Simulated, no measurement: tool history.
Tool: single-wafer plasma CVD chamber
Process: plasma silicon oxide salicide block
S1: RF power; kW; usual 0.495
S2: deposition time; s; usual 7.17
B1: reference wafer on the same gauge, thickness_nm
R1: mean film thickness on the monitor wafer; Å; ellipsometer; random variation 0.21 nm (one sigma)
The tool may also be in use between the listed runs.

{"run": 1, "day": 0.0, "S1": 0.425, "S2": 6.66, "B1": 72.378, "R1": 628.52}
{"run": 2, "day": 1.183, "S1": 0.425, "S2": 6.66, "B1": 72.378, "R1": 631.05}
{"run": 3, "day": 1.842, "S1": 0.495, "S2": 7.17, "B1": 72.458, "R1": 710.73}
{"run": 4, "day": 2.408, "S1": 0.495, "S2": 7.17, "B1": 72.354, "R1": 709.99}
{"run": 5, "day": 3.35, "S1": 0.495, "S2": 7.17, "B1": 72.449, "R1": 713.37}
{"run": 6, "day": 4.271, "S1": 0.495, "S2": 7.17, "B1": 72.405, "R1": 714.66}
{"run": 7, "day": 5.346, "S1": 0.44, "S2": 7.17, "B1": 72.387, "R1": 683.4}
{"run": 8, "day": 7.429, "S1": 0.44, "S2": 7.17, "B1": 72.402, "R1": 684.46}
{"run": 9, "day": 8.167, "S1": 0.44, "S2": 7.17, "B1": 72.423, "R1": 680.76}
{"run": 10, "day": 12.175, "S1": 0.43, "S2": 7.17, "B1": 72.396, "R1": 673.29}
{"run": 11, "day": 13.417, "S1": 0.43, "S2": 7.17, "B1": 72.396, "R1": 674.13}
{"day": 13.754, "done": "showerhead replaced"}
{"run": 12, "day": 14.042, "S1": 0.43, "S2": 7.17, "B1": 72.394, "R1": 674.73}
{"run": 13, "day": 14.612, "S1": 0.495, "S2": 7.17, "B1": 72.358, "R1": 709.91}
{"run": 14, "day": 15.779, "S1": 0.495, "S2": 7.17, "B1": 72.379, "R1": 708.53}
{"run": 15, "day": 16.917, "S1": 0.495, "S2": 7.17, "B1": 72.379, "R1": 707.95}
{"run": 16, "day": 17.654, "S1": 0.495, "S2": 7.74, "B1": 72.402, "R1": 765.16}
{"run": 17, "day": 18.35, "S1": 0.495, "S2": 7.74, "B1": 72.416, "R1": 757.64}
{"run": 18, "day": 18.888, "S1": 0.495, "S2": 7.17, "B1": 72.379, "R1": 701.8}
{"run": 19, "day": 19.571, "S1": 0.425, "S2": 7.17, "B1": 72.424, "R1": 666.27}
{"run": 20, "day": 20.271, "S1": 0.42, "S2": 6.56, "B1": 72.4, "R1": 609.83}
{"day": 20.808, "done": "gauge calibrated"}
{"run": 21, "day": 21.175, "S1": 0.4, "S2": 7.82, "B1": 72.448, "R1": 710.12}
{"run": 22, "day": 21.788, "S1": 0.495, "S2": 7.17, "B1": 72.421, "R1": 698.89}
{"run": 23, "day": 23.033, "S1": 0.495, "S2": 7.74, "B1": 72.411, "R1": 754.93}
{"run": 24, "day": 24.233, "S1": 0.55, "S2": 6.52, "B1": 72.362, "R1": 657.1}
{"run": 25, "day": 25.008, "S1": 0.44, "S2": 6.66, "B1": 72.408, "R1": 621.03}
{"run": 26, "day": 26.112, "S1": 0.495, "S2": 7.74, "B1": 72.38, "R1": 755.18}
{"run": 27, "day": 26.946, "S1": 0.43, "S2": 6.49, "B1": 72.397, "R1": 597.12}
{"run": 28, "day": 28.375, "S1": 0.555, "S2": 7.77, "B1": 72.383, "R1": 779.16}
{"run": 29, "day": 29.579, "S1": 0.465, "S2": 8.52, "B1": 72.364, "R1": 803.98}
{"run": 30, "day": 30.621, "S1": 0.535, "S2": 6.64, "B1": 72.386, "R1": 660.1}
{"day": 31.179, "done": "RF generator calibrated"}
{"run": 31, "day": 31.567, "S1": 0.54, "S2": 7.17, "B1": 72.383, "R1": 737.91}
{"run": 32, "day": 32.321, "S1": 0.495, "S2": 7.76, "B1": 72.417, "R1": 773.62}
{"run": 33, "day": 33.579, "S1": 0.455, "S2": 5.77, "B1": 72.354, "R1": 559.96}
{"run": 34, "day": 34.683, "S1": 0.55, "S2": 6.71, "B1": 72.406, "R1": 698.4}
{"run": 35, "day": 35.754, "S1": 0.535, "S2": 6.54, "B1": 72.436, "R1": 669.43}
{"run": 36, "day": 36.733, "S1": 0.58, "S2": 8.33, "B1": 72.377, "R1": 876.17}
{"run": 37, "day": 38.108, "S1": 0.495, "S2": 6.17, "B1": 72.358, "R1": 614.96}
{"run": 38, "day": 38.729, "S1": 0.495, "S2": 7.17, "B1": 72.44, "R1": 717.34}
{"run": 39, "day": 39.833, "S1": 0.415, "S2": 6.65, "B1": 72.36, "R1": 625.25}

Measured less the same run without the tool's hidden state. The same run-to-run variation is in both; the gauge's scatter may not be:
The hidden state here: delivered RF power above the setpoint (%); gauge reads high (%).
run=1 R1=-1.65
run=2 R1=-1.96
run=3 R1=-2.41
run=4 R1=-2.6
run=5 R1=-2.95
run=6 R1=-3.31
run=7 R1=-3.59
run=8 R1=-4.52
run=9 R1=-4.84
run=10 R1=-6.97
run=11 R1=-7.76
run=12 R1=-8.17
run=13 R1=-9.01
run=14 R1=-9.84
run=15 R1=-10.71
run=16 R1=-12.21
run=17 R1=-12.71
run=18 R1=-12.23
run=19 R1=-12.17
run=20 R1=-11.67
run=21 R1=-14.43
run=22 R1=-14.77
run=23 R1=-17.26
run=24 R1=-16.17
run=25 R1=-16
run=26 R1=-20.75
run=27 R1=-17.21
run=28 R1=-24.32
run=29 R1=-26.78
run=30 R1=-23.23
run=31 R1=-0.55
run=32 R1=-0.59
run=33 R1=-0.48
run=34 R1=-0.68
run=35 R1=-0.77
run=36 R1=-1.18
run=37 R1=-1.04
run=38 R1=-1.34
run=39 R1=-1.39
